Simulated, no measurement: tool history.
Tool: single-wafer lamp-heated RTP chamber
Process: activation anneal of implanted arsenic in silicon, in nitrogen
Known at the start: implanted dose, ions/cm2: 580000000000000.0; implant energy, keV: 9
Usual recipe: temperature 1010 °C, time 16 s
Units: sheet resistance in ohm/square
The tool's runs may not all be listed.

run,hour,temperature,time,"read-back reference wafer on the same gauge, sheet resistance",sheet resistance
1,0,1010,16,199.82,192.71
2,25.9,1010,16,199.76,190.95
# hour 54.8: reflector plate cleaned
3,55.3,1010,16,200.19,194.45
4,84.2,1010,16,199.96,192.84
5,109.3,1010,16,199.94,193.23
6,140,1010,16,199.85,193.5
7,173.4,1010,16,199.86,192.99
# hour 187.1: pyrometer window cleaned and pyrometer calibrated
8,250.6,1010,16,200.09,194.49
9,281.8,1010,16,199.99,193.37
10,304.6,1010,16,199.97,193.21
11,320.6,1010,16,200.1,192.66
12,345.4,1010,10,199.98,199.31
# hour 375.9: reflector plate cleaned
13,376.4,1010,10,199.89,201.24
# hour 388.7: gauge calibrated
14,394.8,991,12,200.17,204.38
15,417.1,1034,24,200.01,179.93
16,440.2,1022,7,200.09,202.55
17,530,1010,16,199.89,191.65
18,559.5,1010,16,199.9,190.33
# hour 582.8: pyrometer window cleaned and pyrometer calibrated
19,590.4,1010,7,200.06,205.21
20,617.7,1024,16,199.83,189.34
21,650.2,1010,16,200.09,194.12
22,677.3,1010,9,200.04,200.29
23,692.5,985,13,200.13,203.25
# hour 716.8: reflector plate cleaned
24,717.3,1010,16,199.82,195.41
25,745.4,1010,16,200.18,193.45
26,768.8,1026,16,199.93,188.82

For run 27, what comes out?
27,787.9,1010,16,?,?

read-back reference wafer on the same gauge, sheet resistance: 200.06
sheet resistance: 193.46 ohm/square
Were there no unlogged condition in the tool, this run, its random variation unchanged, would have produced sheet resistance 195.26 ohm/square.
